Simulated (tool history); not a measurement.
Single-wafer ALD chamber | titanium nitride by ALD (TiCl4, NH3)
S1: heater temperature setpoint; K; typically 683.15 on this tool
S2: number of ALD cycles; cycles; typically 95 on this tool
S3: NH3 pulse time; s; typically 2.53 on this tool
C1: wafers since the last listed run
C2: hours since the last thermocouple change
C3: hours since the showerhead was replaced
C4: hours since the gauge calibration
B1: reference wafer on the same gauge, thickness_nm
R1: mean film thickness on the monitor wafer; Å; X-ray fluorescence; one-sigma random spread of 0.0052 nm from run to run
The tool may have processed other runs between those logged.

run	day	S1	S2	S3	C1	C2	C3	C4	B1	R1
1	0.000	689.15	95	2.53	0	1047.3	2610.5	661.0	2.270	20.90
2	2.500	689.15	95	2.53	197	1107.3	2670.5	721.0	2.271	20.93
3	5.562	689.15	95	2.53	241	1180.8	2744.0	794.5	2.269	20.84
4	9.433	683.15	95	2.53	305	1273.7	2836.9	887.4	2.269	20.85
5	13.450	683.15	80	2.53	317	1370.1	2933.3	983.8	2.270	17.53
6	17.942	688.15	95	1.97	354	1477.9	3041.1	1091.6	2.270	20.79
7	20.258	683.15	95	2.53	182	1533.5	3096.7	1147.2	2.270	20.85
8	23.733	683.15	95	2.53	274	1616.9	3180.1	1230.6	2.271	20.87
9	25.983	683.15	95	2.53	177	1670.9	3234.1	1284.6	2.270	20.86
10	27.546	683.15	95	2.53	123	1708.4	3271.6	1322.1	2.269	20.91
11	29.979	683.15	95	2.53	192	1766.8	3330.0	1380.5	2.269	20.81
12	32.379	683.15	95	2.53	189	1824.4	3387.6	1438.1	2.270	20.75
13	36.367	683.15	95	2.53	314	1920.1	3483.3	1533.8	2.270	20.92
# day 39.583: thermocouple changed; heater temperature recalibrated
# day 40.700: showerhead replaced
14	40.742	683.15	95	2.85	292	27.8	1.0	1638.8	2.270	21.00
15	44.808	683.15	95	2.85	321	125.4	98.6	1736.4	2.269	20.94
16	47.083	683.15	87	2.53	179	180.0	153.2	1791.0	2.271	19.16
17	49.075	683.15	87	2.53	157	227.8	201.0	1838.8	2.269	19.12
18	50.808	683.15	87	2.53	136	269.4	242.6	1880.4	2.270	19.12
19	54.958	674.15	95	2.53	327	369.0	342.2	1980.0	2.271	20.81
20	56.825	689.15	95	2.53	147	413.8	387.0	2024.8	2.270	20.96
21	59.000	687.15	95	2.05	171	466.0	439.2	2077.0	2.271	20.83
22	61.108	673.15	103	2.10	166	516.6	489.8	2127.6	2.270	22.42
23	63.288	677.15	82	1.97	172	568.9	542.1	2179.9	2.270	17.86
# day 63.542: gauge calibrated
24	66.188	695.15	89	1.58	229	638.5	611.7	63.5	2.270	19.46
25	68.438	683.15	95	1.80	177	692.5	665.7	117.5	2.269	20.77
26	72.433	683.15	95	2.53	315	788.4	761.6	213.4	2.270	20.91
27	73.958	683.15	95	2.53	120	825.0	798.2	250.0	2.270	20.87
28	84.983	683.15	95	1.53	870	1089.6	1062.8	514.6	2.271	20.61
29	87.496	693.15	111	2.53	198	1149.9	1123.1	574.9	2.270	24.44
30	91.817	689.15	88	3.34	341	1253.6	1226.8	678.6	2.270	19.41
31	93.617	676.15	83	3.17	142	1296.8	1270.0	721.8	2.269	18.34
32	97.129	691.15	100	2.07	277	1381.1	1354.3	806.1	2.271	21.92
33	101.312	683.15	82	2.53	330	1481.5	1454.7	906.5	2.269	18.03
34	103.925	683.15	113	2.53	206	1544.2	1517.4	969.2	2.271	24.85
35	107.133	683.15	95	2.53	253	1621.2	1594.4	1046.2	2.271	20.90
36	110.800	683.15	95	2.53	289	1709.2	1682.4	1134.2	2.270	20.90
37	119.038	683.15	95	2.53	650	1906.9	1880.1	1331.9	2.269	20.81
38	122.496	683.15	95	2.05	273	1989.9	1963.1	1414.9	2.269	20.80

What if the next run were any one of these 3? Each begins from the tool's condition after run 38:
A	122.521	671.15	95	2.53	1	1990.5	1963.7	1415.5	?	?
B	122.521	690.15	81	2.53	1	1990.5	1963.7	1415.5	?	?
C	122.521	683.15	109	2.53	1	1990.5	1963.7	1415.5	?	?

run	B1	R1
A	2.271	20.73
B	2.271	17.75
C	2.271	23.85
Without the tool's unlogged condition, the same runs would have read:
run	R1
A	20.73
B	17.75
C	23.85

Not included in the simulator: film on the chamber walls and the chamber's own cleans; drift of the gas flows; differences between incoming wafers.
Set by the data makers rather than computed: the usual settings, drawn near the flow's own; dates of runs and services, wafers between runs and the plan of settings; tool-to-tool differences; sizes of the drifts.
